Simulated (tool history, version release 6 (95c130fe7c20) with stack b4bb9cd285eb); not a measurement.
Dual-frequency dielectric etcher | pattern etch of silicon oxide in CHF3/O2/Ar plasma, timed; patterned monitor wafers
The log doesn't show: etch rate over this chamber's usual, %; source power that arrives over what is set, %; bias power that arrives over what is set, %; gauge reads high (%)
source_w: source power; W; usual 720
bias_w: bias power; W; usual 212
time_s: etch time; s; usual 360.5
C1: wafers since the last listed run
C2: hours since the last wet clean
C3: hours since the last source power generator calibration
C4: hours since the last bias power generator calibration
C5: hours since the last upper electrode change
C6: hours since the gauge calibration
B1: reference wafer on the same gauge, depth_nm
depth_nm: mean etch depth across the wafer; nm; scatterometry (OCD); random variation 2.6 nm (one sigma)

Run 1, hour 0: usual settings but source_w 840 W; C1 0; C2 174.6; C3 609.2; C4 1419.9; C5 1438.8; C6 685.9; B1 701.7. Result: depth_nm 845.4 nm.
Run 2, hour 54.9: usual settings; C1 260; C2 229.5; C3 664.1; C4 1474.8; C5 1493.7; C6 740.8; B1 701. Result: depth_nm 786.3 nm.
Run 3, hour 103.7: usual settings; C1 231; C2 278.3; C3 712.9; C4 1523.6; C5 1542.5; C6 789.6; B1 700.6. Result: depth_nm 782.5 nm.
Run 4, hour 203.8: usual settings; C1 475; C2 378.4; C3 813; C4 1623.7; C5 1642.6; C6 889.7; B1 699.1. Result: depth_nm 782.4 nm.
Run 5, hour 301.1: usual settings; C1 461; C2 475.7; C3 910.3; C4 1721; C5 1739.9; C6 987; B1 698.2. Result: depth_nm 780 nm.
Run 6, hour 359.8: usual settings but time_s 279 s; C1 278; C2 534.4; C3 969; C4 1779.7; C5 1798.6; C6 1045.7; B1 697.9. Result: depth_nm 606.9 nm.
At hour 403.7: wet clean of the chamber.
Run 7, hour 407.7: usual settings; C1 113; C2 4; C3 1016.9; C4 1827.6; C5 1846.5; C6 1093.6; B1 697. Result: depth_nm 783.1 nm.
Run 8, hour 461.4: usual settings; C1 254; C2 57.7; C3 1070.6; C4 1881.3; C5 1900.2; C6 1147.3; B1 695.7. Result: depth_nm 777.7 nm.
Run 9, hour 554.5: usual settings; C1 441; C2 150.8; C3 1163.7; C4 1974.4; C5 1993.3; C6 1240.4; B1 694.6. Result: depth_nm 776.9 nm.
Run 10, hour 643.8: usual settings but bias_w 231 W; C1 423; C2 240.1; C3 1253; C4 2063.7; C5 2082.6; C6 1329.7; B1 693.4. Result: depth_nm 803.1 nm.
Run 11, hour 707.9: usual settings but bias_w 253 W; C1 304; C2 304.2; C3 1317.1; C4 2127.8; C5 2146.7; C6 1393.8; B1 691.6. Result: depth_nm 825.3 nm.
At hour 792.4: upper electrode replaced.
Run 12, hour 809.8: usual settings but bias_w 253 W; C1 369; C2 406.1; C3 1419; C4 2229.7; C5 17.4; C6 1495.7; B1 690.2. Result: depth_nm 823.1 nm.
At hour 849: wet clean of the chamber.
Run 13, hour 876.4: usual settings but time_s 432 s; C1 202; C2 27.4; C3 1485.6; C4 2296.3; C5 84; C6 1562.3; B1 689. Result: depth_nm 924.4 nm.
Run 14, hour 949.1: usual settings but bias_w 230 W, time_s 282 s; C1 345; C2 100.1; C3 1558.3; C4 2369; C5 156.7; C6 1635; B1 687. Result: depth_nm 619 nm.
Run 15, hour 1010.5: usual settings but time_s 404.5 s; C1 291; C2 161.5; C3 1619.7; C4 2430.4; C5 218.1; C6 1696.4; B1 686.3. Result: depth_nm 859.6 nm.
At hour 1092.9: source power generator calibrated.
Run 16, hour 1109.6: usual settings but source_w 580 W, time_s 450.5 s; C1 451; C2 260.6; C3 16.7; C4 2529.5; C5 317.2; C6 1795.5; B1 684.3. Result: depth_nm 850.4 nm.
Run 17, hour 1149.1: usual settings; C1 187; C2 300.1; C3 56.2; C4 2569; C5 356.7; C6 1835; B1 682.8. Result: depth_nm 761.1 nm.
At hour 1162.9: bias power generator calibrated.
At hour 1183.9: gauge calibrated.
Run 18, hour 1248.7: usual settings but source_w 650 W, time_s 454.5 s; C1 453; C2 399.7; C3 155.8; C4 85.8; C5 456.3; C6 64.8; B1 701.8. Result: depth_nm 935.5 nm.
At hour 1405.3: wet clean of the chamber.
Run 19, hour 1545.6: usual settings; C1 1295; C2 140.3; C3 452.7; C4 382.7; C5 753.2; C6 361.7; B1 701.3. Result: depth_nm 785.7 nm.
Run 20, hour 1596.1: usual settings but source_w 660 W, bias_w 199 W, time_s 452.5 s; C1 239; C2 190.8; C3 503.2; C4 433.2; C5 803.7; C6 412.2; B1 700.7. Result: depth_nm 917.9 nm.
Run 21, hour 1653.3: usual settings but bias_w 253 W; C1 271; C2 248; C3 560.4; C4 490.4; C5 860.9; C6 469.4; B1 700.4. Result: depth_nm 836.6 nm.
Run 22, hour 1699.9: usual settings; C1 221; C2 294.6; C3 607; C4 537; C5 907.5; C6 516; B1 700.2. Result: depth_nm 782.8 nm.
Run 23, hour 1775.5: usual settings; C1 358; C2 370.2; C3 682.6; C4 612.6; C5 983.1; C6 591.6; B1 698.6. Result: depth_nm 782.5 nm.
Run 24, hour 1819.9: usual settings but source_w 850 W, bias_w 190 W; C1 210; C2 414.6; C3 727; C4 657; C5 1027.5; C6 636; B1 699. Result: depth_nm 815.1 nm.
Run 25, hour 1899.5: usual settings but bias_w 234 W; C1 377; C2 494.2; C3 806.6; C4 736.6; C5 1107.1; C6 715.6; B1 698.5. Result: depth_nm 811.4 nm.
At hour 1969.8: wet clean of the chamber.
Run 26, hour 1970.3: usual settings but source_w 820 W, bias_w 173 W, time_s 436.5 s; C1 222; C2 0.5; C3 877.4; C4 807.4; C5 1177.9; C6 786.4; B1 697.2. Result: depth_nm 936.1 nm.
Run 27, hour 2008.5: usual settings but bias_w 198 W, time_s 308 s; C1 181; C2 38.7; C3 915.6; C4 845.6; C5 1216.1; C6 824.6; B1 697.7. Result: depth_nm 650.2 nm.

Forecast each of these 3 alternatives for the next run:
Run A, hour 2009: usual settings; C1 2; C2 39.2; C3 916.1; C4 846.1; C5 1216.6; C6 825.1; B1 ?. Result: depth_nm ?.
Run B, hour 2009: usual settings but bias_w 181 W; C1 2; C2 39.2; C3 916.1; C4 846.1; C5 1216.6; C6 825.1; B1 ?. Result: depth_nm ?.
Run C, hour 2009: usual settings but source_w 550 W, bias_w 232 W; C1 2; C2 39.2; C3 916.1; C4 846.1; C5 1216.6; C6 825.1; B1 ?. Result: depth_nm ?.

run     B1  depth_nm
  A  697.3     776.6
  B  697.3     732.5
  C  697.3     694.4
Without the tool's hidden state the same runs would have given:
run  depth_nm
  A     786.2
  B     741.5
  C       703
